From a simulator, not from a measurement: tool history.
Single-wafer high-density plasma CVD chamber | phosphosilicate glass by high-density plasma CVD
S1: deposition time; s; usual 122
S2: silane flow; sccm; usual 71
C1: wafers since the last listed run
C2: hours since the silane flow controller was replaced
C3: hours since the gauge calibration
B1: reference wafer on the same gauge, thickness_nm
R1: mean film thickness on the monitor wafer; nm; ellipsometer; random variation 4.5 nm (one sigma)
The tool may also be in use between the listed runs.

| run | day | S1 | S2 | C1 | C2 | C3 | B1 | R1 |
|---|---|---|---|---|---|---|---|---|
| 1 | 0.000 | 122 | 71 | 0 | 5397.3 | 565.2 | 943.018 | 883.565 |
| 2 | 5.304 | 122 | 71 | 1121 | 5524.6 | 692.5 | 936.348 | 878.806 |
| 3 | 8.296 | 122 | 71 | 632 | 5596.4 | 764.3 | 934.588 | 881.782 |
| 4 | 10.892 | 122 | 71 | 549 | 5658.7 | 826.6 | 932.709 | 882.964 |
|  | 12.392 | silane flow controller replaced |
| 5 | 12.412 | 122 | 71 | 251 | 0.5 | 863.1 | 932.027 | 878.525 |
| 6 | 14.800 | 122 | 71 | 504 | 57.8 | 920.4 | 929.335 | 875.998 |
| 7 | 16.088 | 122 | 71 | 272 | 88.7 | 951.3 | 928.816 | 873.339 |
| 8 | 17.304 | 122 | 71 | 257 | 117.9 | 980.5 | 928.545 | 876.766 |
| 9 | 19.212 | 134 | 71 | 403 | 163.7 | 1026.3 | 927.222 | 954.065 |
|  | 21.321 | gauge calibrated |
| 10 | 21.529 | 129 | 58 | 489 | 219.3 | 5.0 | 955.295 | 773.988 |
| 11 | 24.058 | 122 | 71 | 534 | 280.0 | 65.7 | 955.077 | 900.633 |
| 12 | 26.900 | 131 | 80 | 601 | 348.2 | 133.9 | 953.351 | 1078.166 |
| 13 | 29.275 | 134 | 71 | 502 | 405.2 | 190.9 | 951.846 | 986.030 |
| 14 | 31.738 | 131 | 61 | 520 | 464.3 | 250.0 | 950.750 | 826.796 |
| 15 | 34.175 | 137 | 59 | 515 | 522.8 | 308.5 | 947.968 | 828.925 |
| 16 | 38.383 | 141 | 64 | 890 | 623.8 | 409.5 | 945.570 | 927.252 |

What the log doesn't show, run by run:
delivered silane flow above the setpoint (%): 0 in every run
H1: gauge reads high (%)
| run | H1 |
|---|---|
| 1 | -1.99 |
| 2 | -2.39 |
| 3 | -2.61 |
| 4 | -2.8 |
| 5 | -2.92 |
| 6 | -3.09 |
| 7 | -3.19 |
| 8 | -3.28 |
| 9 | -3.42 |
| 10 | -0.313 |
| 11 | -0.502 |
| 12 | -0.713 |
| 13 | -0.89 |
| 14 | -1.07 |
| 15 | -1.26 |
| 16 | -1.57 |

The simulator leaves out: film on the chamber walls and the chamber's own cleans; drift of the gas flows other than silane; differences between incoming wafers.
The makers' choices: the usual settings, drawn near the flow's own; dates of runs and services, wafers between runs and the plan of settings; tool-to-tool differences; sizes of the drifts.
